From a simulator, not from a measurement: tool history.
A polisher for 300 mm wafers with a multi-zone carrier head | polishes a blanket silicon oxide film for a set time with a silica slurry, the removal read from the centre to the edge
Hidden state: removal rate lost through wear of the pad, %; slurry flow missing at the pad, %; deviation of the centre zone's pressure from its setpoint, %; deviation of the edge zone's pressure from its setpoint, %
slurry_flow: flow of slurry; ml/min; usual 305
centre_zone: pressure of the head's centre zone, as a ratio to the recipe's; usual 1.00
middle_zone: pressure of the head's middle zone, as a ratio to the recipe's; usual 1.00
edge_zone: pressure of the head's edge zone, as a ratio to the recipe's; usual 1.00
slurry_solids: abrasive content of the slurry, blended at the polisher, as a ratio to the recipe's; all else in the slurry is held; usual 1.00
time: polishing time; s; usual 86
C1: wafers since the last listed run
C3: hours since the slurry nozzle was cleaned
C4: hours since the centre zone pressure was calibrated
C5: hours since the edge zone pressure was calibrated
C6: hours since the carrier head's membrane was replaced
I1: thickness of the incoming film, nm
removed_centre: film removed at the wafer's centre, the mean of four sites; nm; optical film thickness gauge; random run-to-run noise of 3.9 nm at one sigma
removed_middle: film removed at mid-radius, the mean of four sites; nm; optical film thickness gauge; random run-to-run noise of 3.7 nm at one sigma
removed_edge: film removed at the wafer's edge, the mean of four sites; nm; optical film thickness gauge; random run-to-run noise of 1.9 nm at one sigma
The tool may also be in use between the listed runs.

{"run": 1, "hour": 0.0, "slurry_flow": 250, "centre_zone": 1.06, "middle_zone": 1.0, "edge_zone": 1.0, "slurry_solids": 1.0, "time": 86, "C1": 0, "wafers polished on this pad": 6, "C3": 589.5, "C4": 833.3, "C5": 642.3, "C6": 684.2, "I1": 1513.0, "removed_centre": 391.1, "removed_middle": 314.1, "removed_edge": 312.9}
{"run": 2, "hour": 12.1, "slurry_flow": 305, "centre_zone": 1.0, "middle_zone": 1.0, "edge_zone": 1.0, "slurry_solids": 1.0, "time": 86, "C1": 150, "wafers polished on this pad": 157, "C3": 601.6, "C4": 845.4, "C5": 654.4, "C6": 696.3, "I1": 1509.1, "removed_centre": 376.3, "removed_middle": 315.6, "removed_edge": 319.0}
{"run": 3, "hour": 18.8, "slurry_flow": 305, "centre_zone": 1.0, "middle_zone": 1.0, "edge_zone": 1.0, "slurry_solids": 1.0, "time": 86, "C1": 83, "wafers polished on this pad": 240, "C3": 608.3, "C4": 852.1, "C5": 661.1, "C6": 703.0, "I1": 1529.2, "removed_centre": 367.8, "removed_middle": 321.2, "removed_edge": 317.1}
{"run": 4, "hour": 29.2, "slurry_flow": 305, "centre_zone": 1.0, "middle_zone": 1.0, "edge_zone": 1.0, "slurry_solids": 1.0, "time": 86, "C1": 129, "wafers polished on this pad": 370, "C3": 618.7, "C4": 862.5, "C5": 671.5, "C6": 713.4, "I1": 1528.7, "removed_centre": 369.6, "removed_middle": 322.9, "removed_edge": 314.1}
{"run": 5, "hour": 36.5, "slurry_flow": 305, "centre_zone": 1.0, "middle_zone": 1.0, "edge_zone": 1.0, "slurry_solids": 1.0, "time": 86, "C1": 90, "wafers polished on this pad": 461, "C3": 626.0, "C4": 869.8, "C5": 678.8, "C6": 720.7, "I1": 1497.6, "removed_centre": 367.4, "removed_middle": 316.0, "removed_edge": 312.6}
{"run": 6, "hour": 45.7, "slurry_flow": 305, "centre_zone": 1.0, "middle_zone": 1.0, "edge_zone": 1.0, "slurry_solids": 1.0, "time": 86, "C1": 114, "wafers polished on this pad": 575, "C3": 635.2, "C4": 879.0, "C5": 688.0, "C6": 729.9, "I1": 1492.7, "removed_centre": 371.2, "removed_middle": 323.6, "removed_edge": 317.1}
{"hour": 61.8, "done": "worn pad replaced by a new one, of another model than before"}
{"run": 7, "hour": 62.8, "slurry_flow": 305, "centre_zone": 1.0, "middle_zone": 1.0, "edge_zone": 1.0, "slurry_solids": 1.0, "time": 86, "C1": 163, "wafers polished on this pad": 13, "C3": 652.3, "C4": 896.1, "C5": 705.1, "C6": 747.0, "I1": 1503.1, "removed_centre": 371.8, "removed_middle": 317.0, "removed_edge": 315.6}
{"run": 8, "hour": 72.2, "slurry_flow": 305, "centre_zone": 1.0, "middle_zone": 1.0, "edge_zone": 1.0, "slurry_solids": 1.0, "time": 86, "C1": 117, "wafers polished on this pad": 130, "C3": 661.7, "C4": 905.5, "C5": 714.5, "C6": 756.4, "I1": 1516.5, "removed_centre": 373.9, "removed_middle": 322.8, "removed_edge": 312.6}
{"run": 9, "hour": 87.0, "slurry_flow": 305, "centre_zone": 1.0, "middle_zone": 1.0, "edge_zone": 1.0, "slurry_solids": 1.0, "time": 86, "C1": 184, "wafers polished on this pad": 314, "C3": 676.5, "C4": 920.3, "C5": 729.3, "C6": 771.2, "I1": 1510.7, "removed_centre": 369.6, "removed_middle": 319.2, "removed_edge": 313.1}
{"run": 10, "hour": 96.9, "slurry_flow": 305, "centre_zone": 1.0, "middle_zone": 1.0, "edge_zone": 1.0, "slurry_solids": 1.0, "time": 86, "C1": 123, "wafers polished on this pad": 437, "C3": 686.4, "C4": 930.2, "C5": 739.2, "C6": 781.1, "I1": 1491.3, "removed_centre": 382.6, "removed_middle": 320.8, "removed_edge": 317.5}
{"hour": 109.6, "done": "edge zone pressure recalibrated"}
{"run": 11, "hour": 112.5, "slurry_flow": 250, "centre_zone": 1.0, "middle_zone": 1.0, "edge_zone": 1.07, "slurry_solids": 1.0, "time": 86, "C1": 169, "wafers polished on this pad": 607, "C3": 702.0, "C4": 945.8, "C5": 2.9, "C6": 796.7, "I1": 1521.3, "removed_centre": 367.3, "removed_middle": 315.4, "removed_edge": 329.3}
{"hour": 128.5, "done": "carrier head's membrane replaced by a new one"}
{"hour": 128.8, "done": "worn pad replaced by a new one"}
{"run": 12, "hour": 129.3, "slurry_flow": 305, "centre_zone": 1.1, "middle_zone": 1.0, "edge_zone": 1.0, "slurry_solids": 1.15, "time": 70, "C1": 143, "wafers polished on this pad": 6, "C3": 718.8, "C4": 962.6, "C5": 19.7, "C6": 0.8, "I1": 1524.8, "removed_centre": 358.7, "removed_middle": 273.2, "removed_edge": 267.7}
{"hour": 134.4, "done": "slurry nozzle cleaned"}
{"hour": 135.1, "done": "centre zone pressure recalibrated"}
{"run": 13, "hour": 135.6, "slurry_flow": 305, "centre_zone": 1.0, "middle_zone": 1.0, "edge_zone": 1.0, "slurry_solids": 0.85, "time": 86, "C1": 57, "wafers polished on this pad": 63, "C3": 1.2, "C4": 0.5, "C5": 26.0, "C6": 7.1, "I1": 1490.2, "removed_centre": 305.0, "removed_middle": 297.0, "removed_edge": 294.4}
{"run": 14, "hour": 150.3, "slurry_flow": 305, "centre_zone": 1.0, "middle_zone": 1.0, "edge_zone": 0.91, "slurry_solids": 1.0, "time": 86, "C1": 183, "wafers polished on this pad": 246, "C3": 15.9, "C4": 15.2, "C5": 40.7, "C6": 21.8, "I1": 1527.2, "removed_centre": 321.3, "removed_middle": 320.6, "removed_edge": 297.7}
{"run": 15, "hour": 158.2, "slurry_flow": 210, "centre_zone": 1.0, "middle_zone": 1.0, "edge_zone": 1.1, "slurry_solids": 1.0, "time": 86, "C1": 98, "wafers polished on this pad": 345, "C3": 23.8, "C4": 23.1, "C5": 48.6, "C6": 29.7, "I1": 1498.5, "removed_centre": 321.9, "removed_middle": 316.8, "removed_edge": 323.9}
{"run": 16, "hour": 174.8, "slurry_flow": 305, "centre_zone": 1.1, "middle_zone": 1.0, "edge_zone": 0.97, "slurry_solids": 1.0, "time": 86, "C1": 206, "wafers polished on this pad": 552, "C3": 40.4, "C4": 39.7, "C5": 65.2, "C6": 46.3, "I1": 1503.5, "removed_centre": 359.2, "removed_middle": 317.6, "removed_edge": 311.3}
{"hour": 189.0, "done": "worn pad replaced by a new one"}
{"run": 17, "hour": 192.4, "slurry_flow": 305, "centre_zone": 1.0, "middle_zone": 1.0, "edge_zone": 1.0, "slurry_solids": 1.0, "time": 86, "C1": 169, "wafers polished on this pad": 42, "C3": 58.0, "C4": 57.3, "C5": 82.8, "C6": 63.9, "I1": 1525.0, "removed_centre": 324.2, "removed_middle": 314.2, "removed_edge": 315.0}
{"run": 18, "hour": 207.3, "slurry_flow": 340, "centre_zone": 1.0, "middle_zone": 1.07, "edge_zone": 1.0, "slurry_solids": 1.0, "time": 86, "C1": 185, "wafers polished on this pad": 228, "C3": 72.9, "C4": 72.2, "C5": 97.7, "C6": 78.8, "I1": 1483.8, "removed_centre": 328.8, "removed_middle": 329.7, "removed_edge": 316.6}
{"run": 19, "hour": 216.1, "slurry_flow": 305, "centre_zone": 1.0, "middle_zone": 0.96, "edge_zone": 1.06, "slurry_solids": 0.75, "time": 86, "C1": 109, "wafers polished on this pad": 338, "C3": 81.7, "C4": 81.0, "C5": 106.5, "C6": 87.6, "I1": 1514.1, "removed_centre": 287.5, "removed_middle": 276.0, "removed_edge": 288.6}
{"run": 20, "hour": 227.4, "slurry_flow": 305, "centre_zone": 1.0, "middle_zone": 0.93, "edge_zone": 1.0, "slurry_solids": 1.0, "time": 86, "C1": 140, "wafers polished on this pad": 478, "C3": 93.0, "C4": 92.3, "C5": 117.8, "C6": 98.9, "I1": 1504.3, "removed_centre": 325.4, "removed_middle": 303.7, "removed_edge": 315.8}
{"run": 21, "hour": 237.3, "slurry_flow": 305, "centre_zone": 1.0, "middle_zone": 1.1, "edge_zone": 0.92, "slurry_solids": 0.85, "time": 86, "C1": 123, "wafers polished on this pad": 602, "C3": 102.9, "C4": 102.2, "C5": 127.7, "C6": 108.8, "I1": 1519.8, "removed_centre": 305.4, "removed_middle": 312.3, "removed_edge": 284.4}
{"run": 22, "hour": 249.5, "slurry_flow": 305, "centre_zone": 1.0, "middle_zone": 1.05, "edge_zone": 1.1, "slurry_solids": 1.25, "time": 86, "C1": 151, "wafers polished on this pad": 754, "C3": 115.1, "C4": 114.4, "C5": 139.9, "C6": 121.0, "I1": 1502.4, "removed_centre": 346.5, "removed_middle": 356.1, "removed_edge": 360.0}

Alternative continuations, all from the tool just after run 22; predict every row:
{"run": "A", "hour": 249.9, "slurry_flow": 305, "centre_zone": 1.0, "middle_zone": 1.0, "edge_zone": 1.0, "slurry_solids": 1.0, "time": 77, "C1": 4, "wafers polished on this pad": 759, "C3": 115.5, "C4": 114.8, "C5": 140.3, "C6": 121.4, "I1": 1525.7, "removed_centre": "?", "removed_middle": "?", "removed_edge": "?"}
{"run": "B", "hour": 249.9, "slurry_flow": 305, "centre_zone": 1.0, "middle_zone": 1.0, "edge_zone": 1.0, "slurry_solids": 1.25, "time": 98, "C1": 4, "wafers polished on this pad": 759, "C3": 115.5, "C4": 114.8, "C5": 140.3, "C6": 121.4, "I1": 1525.7, "removed_centre": "?", "removed_middle": "?", "removed_edge": "?"}
{"run": "C", "hour": 249.9, "slurry_flow": 305, "centre_zone": 1.0, "middle_zone": 0.9, "edge_zone": 1.0, "slurry_solids": 1.15, "time": 86, "C1": 4, "wafers polished on this pad": 759, "C3": 115.5, "C4": 114.8, "C5": 140.3, "C6": 121.4, "I1": 1525.7, "removed_centre": "?", "removed_middle": "?", "removed_edge": "?"}

run=A removed_centre=290.4 removed_middle=287.2 removed_edge=282.0
run=B removed_centre=401.9 removed_middle=397.5 removed_edge=390.3
run=C removed_centre=341.9 removed_middle=317.6 removed_edge=332.6
What these runs would have given with no unlogged condition in the tool:
run=A removed_centre=292.3 removed_middle=287.2 removed_edge=282.0
run=B removed_centre=404.6 removed_middle=397.5 removed_edge=390.3
run=C removed_centre=344.2 removed_middle=317.6 removed_edge=332.6
